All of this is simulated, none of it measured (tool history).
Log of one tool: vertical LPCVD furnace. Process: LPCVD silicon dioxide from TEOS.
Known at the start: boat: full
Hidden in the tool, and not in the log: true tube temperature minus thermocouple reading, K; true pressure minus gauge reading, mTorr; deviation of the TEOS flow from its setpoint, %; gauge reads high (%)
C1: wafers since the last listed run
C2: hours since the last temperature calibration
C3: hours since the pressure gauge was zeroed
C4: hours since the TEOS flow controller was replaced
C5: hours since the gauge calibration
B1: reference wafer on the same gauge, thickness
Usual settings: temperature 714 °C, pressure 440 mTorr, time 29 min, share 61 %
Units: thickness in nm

{"run": 1, "hour": 0.0, "temperature": 714, "pressure": 440, "time": 29, "share": 61, "C1": 0, "C2": 3678.1, "C3": 2908.1, "C4": 4847.1, "C5": 678, "B1": 371.97, "thickness": 308.38}
{"run": 2, "hour": 61.8, "temperature": 714, "pressure": 440, "time": 29, "share": 61, "C1": 882, "C2": 3739.9, "C3": 2969.9, "C4": 4908.9, "C5": 739.8, "B1": 371.88, "thickness": 305.72}
{"run": 3, "hour": 92.2, "temperature": 714, "pressure": 440, "time": 29, "share": 61, "C1": 434, "C2": 3770.3, "C3": 3000.3, "C4": 4939.3, "C5": 770.2, "B1": 371.79, "thickness": 309.16}
{"run": 4, "hour": 118.8, "temperature": 714, "pressure": 440, "time": 29, "share": 61, "C1": 379, "C2": 3796.9, "C3": 3026.9, "C4": 4965.9, "C5": 796.8, "B1": 371.86, "thickness": 305.8}
{"run": 5, "hour": 142.9, "temperature": 714, "pressure": 465, "time": 29, "share": 70, "C1": 344, "C2": 3821, "C3": 3051, "C4": 4990, "C5": 820.9, "B1": 371.62, "thickness": 338.45}
{"run": 6, "hour": 180.5, "temperature": 714, "pressure": 465, "time": 29, "share": 70, "C1": 536, "C2": 3858.6, "C3": 3088.6, "C4": 5027.6, "C5": 858.5, "B1": 372.06, "thickness": 340.56}
{"run": 7, "hour": 248.8, "temperature": 714, "pressure": 465, "time": 29, "share": 70, "C1": 975, "C2": 3926.9, "C3": 3156.9, "C4": 5095.9, "C5": 926.8, "B1": 371.99, "thickness": 338.3}
{"run": 8, "hour": 300.6, "temperature": 714, "pressure": 375, "time": 29, "share": 61, "C1": 739, "C2": 3978.7, "C3": 3208.7, "C4": 5147.7, "C5": 978.6, "B1": 372.25, "thickness": 282.12}
{"run": 9, "hour": 344.6, "temperature": 714, "pressure": 505, "time": 21.5, "share": 61, "C1": 628, "C2": 4022.7, "C3": 3252.7, "C4": 5191.7, "C5": 1022.6, "B1": 371.71, "thickness": 246.12}
{"run": 10, "hour": 398.0, "temperature": 714, "pressure": 440, "time": 29, "share": 61, "C1": 762, "C2": 4076.1, "C3": 3306.1, "C4": 5245.1, "C5": 1076, "B1": 371.83, "thickness": 308.3}
{"run": 11, "hour": 454.3, "temperature": 714, "pressure": 440, "time": 29, "share": 61, "C1": 803, "C2": 4132.4, "C3": 3362.4, "C4": 5301.4, "C5": 1132.3, "B1": 372.29, "thickness": 305.92}
{"run": 12, "hour": 514.7, "temperature": 724, "pressure": 440, "time": 34.5, "share": 61, "C1": 862, "C2": 4192.8, "C3": 3422.8, "C4": 5361.8, "C5": 1192.7, "B1": 371.72, "thickness": 462.31}
{"run": 13, "hour": 579.5, "temperature": 714, "pressure": 440, "time": 35.5, "share": 64, "C1": 925, "C2": 4257.6, "C3": 3487.6, "C4": 5426.6, "C5": 1257.5, "B1": 372.35, "thickness": 385.54}
{"run": 14, "hour": 605.1, "temperature": 714, "pressure": 440, "time": 29, "share": 61, "C1": 365, "C2": 4283.2, "C3": 3513.2, "C4": 5452.2, "C5": 1283.1, "B1": 372, "thickness": 309.37}
{"hour": 647.8, "done": "pressure gauge zeroed"}
{"hour": 774.0, "done": "thermocouples replaced and temperature profile calibrated"}
{"run": 15, "hour": 779.7, "temperature": 726, "pressure": 335, "time": 34.5, "share": 56, "C1": 1807, "C2": 5.7, "C3": 131.9, "C4": 5626.8, "C5": 1457.7, "B1": 372.33, "thickness": 407.58}
{"run": 16, "hour": 811.5, "temperature": 703, "pressure": 515, "time": 37, "share": 52, "C1": 454, "C2": 37.5, "C3": 163.7, "C4": 5658.6, "C5": 1489.5, "B1": 372.33, "thickness": 313.76}
{"run": 17, "hour": 870.8, "temperature": 714, "pressure": 440, "time": 39.5, "share": 61, "C1": 846, "C2": 96.8, "C3": 223, "C4": 5717.9, "C5": 1548.8, "B1": 371.76, "thickness": 425.51}
{"run": 18, "hour": 903.9, "temperature": 714, "pressure": 440, "time": 29, "share": 61, "C1": 472, "C2": 129.9, "C3": 256.1, "C4": 5751, "C5": 1581.9, "B1": 371.89, "thickness": 313.52}
{"run": 19, "hour": 947.7, "temperature": 714, "pressure": 505, "time": 29, "share": 61, "C1": 625, "C2": 173.7, "C3": 299.9, "C4": 5794.8, "C5": 1625.7, "B1": 371.71, "thickness": 339.95}
{"hour": 978.0, "done": "TEOS flow controller replaced"}
{"run": 20, "hour": 983.4, "temperature": 723, "pressure": 440, "time": 29, "share": 68, "C1": 167, "C2": 209.4, "C3": 335.6, "C4": 5.4, "C5": 1661.4, "B1": 371.55, "thickness": 404.41}
{"hour": 1030.1, "done": "gauge calibrated"}
{"run": 21, "hour": 1052.0, "temperature": 722, "pressure": 440, "time": 29, "share": 61, "C1": 979, "C2": 278, "C3": 404.2, "C4": 74, "C5": 21.9, "B1": 371.78, "thickness": 374.02}
{"run": 22, "hour": 1114.9, "temperature": 719, "pressure": 440, "time": 23, "share": 53, "C1": 898, "C2": 340.9, "C3": 467.1, "C4": 136.9, "C5": 84.8, "B1": 372.23, "thickness": 261.82}
{"run": 23, "hour": 1159.5, "temperature": 714, "pressure": 440, "time": 29, "share": 61, "C1": 636, "C2": 385.5, "C3": 511.7, "C4": 181.5, "C5": 129.4, "B1": 372.46, "thickness": 316.05}
{"run": 24, "hour": 1189.8, "temperature": 717, "pressure": 440, "time": 29, "share": 69, "C1": 432, "C2": 415.8, "C3": 542, "C4": 211.8, "C5": 159.7, "B1": 371.43, "thickness": 359.61}
{"run": 25, "hour": 1235.1, "temperature": 717, "pressure": 495, "time": 29, "share": 61, "C1": 646, "C2": 461.1, "C3": 587.3, "C4": 257.1, "C5": 205, "B1": 372.29, "thickness": 356.43}
{"run": 26, "hour": 1263.6, "temperature": 703, "pressure": 335, "time": 20, "share": 61, "C1": 406, "C2": 489.6, "C3": 615.8, "C4": 285.6, "C5": 233.5, "B1": 371.62, "thickness": 146.45}
{"run": 27, "hour": 1324.9, "temperature": 714, "pressure": 440, "time": 36.5, "share": 61, "C1": 875, "C2": 550.9, "C3": 677.1, "C4": 346.9, "C5": 294.8, "B1": 372.11, "thickness": 394.77}
{"run": 28, "hour": 1375.6, "temperature": 724, "pressure": 440, "time": 29, "share": 61, "C1": 723, "C2": 601.6, "C3": 727.8, "C4": 397.6, "C5": 345.5, "B1": 371.75, "thickness": 393.73}
{"run": 29, "hour": 1424.1, "temperature": 714, "pressure": 440, "time": 29, "share": 61, "C1": 692, "C2": 650.1, "C3": 776.3, "C4": 446.1, "C5": 394, "B1": 372.03, "thickness": 315.06}
{"run": 30, "hour": 1461.1, "temperature": 707, "pressure": 485, "time": 38.5, "share": 67, "C1": 528, "C2": 687.1, "C3": 813.3, "C4": 483.1, "C5": 431, "B1": 371.82, "thickness": 391.43}
{"run": 31, "hour": 1531.9, "temperature": 714, "pressure": 440, "time": 29, "share": 61, "C1": 1010, "C2": 757.9, "C3": 884.1, "C4": 553.9, "C5": 501.8, "B1": 372.2, "thickness": 313.88}
{"run": 32, "hour": 1587.8, "temperature": 708, "pressure": 440, "time": 29, "share": 50, "C1": 798, "C2": 813.8, "C3": 940, "C4": 609.8, "C5": 557.7, "B1": 371.56, "thickness": 249.08}

Hidden state at the last listed run before each entry between runs and at the first one after, where it differs:
Between runs 14 and 15: pressure gauge zeroed (hour 647.8); thermocouples replaced and temperature profile calibrated (hour 774)
  true pressure minus gauge reading, mTorr: -22.7 -> 0.8
  measured less the result without the state, thickness: -8.3 -> +0.49 nm
Between runs 19 and 20: TEOS flow controller replaced (hour 978)
  true pressure minus gauge reading, mTorr: -0.16 -> -0.364
  measured less the result without the state, thickness: -0.06 -> -0.17 nm
Between runs 20 and 21: gauge calibrated (hour 1030.1)
  true pressure minus gauge reading, mTorr: -0.364 -> -0.755
  measured less the result without the state, thickness: -0.17 -> -0.32 nm

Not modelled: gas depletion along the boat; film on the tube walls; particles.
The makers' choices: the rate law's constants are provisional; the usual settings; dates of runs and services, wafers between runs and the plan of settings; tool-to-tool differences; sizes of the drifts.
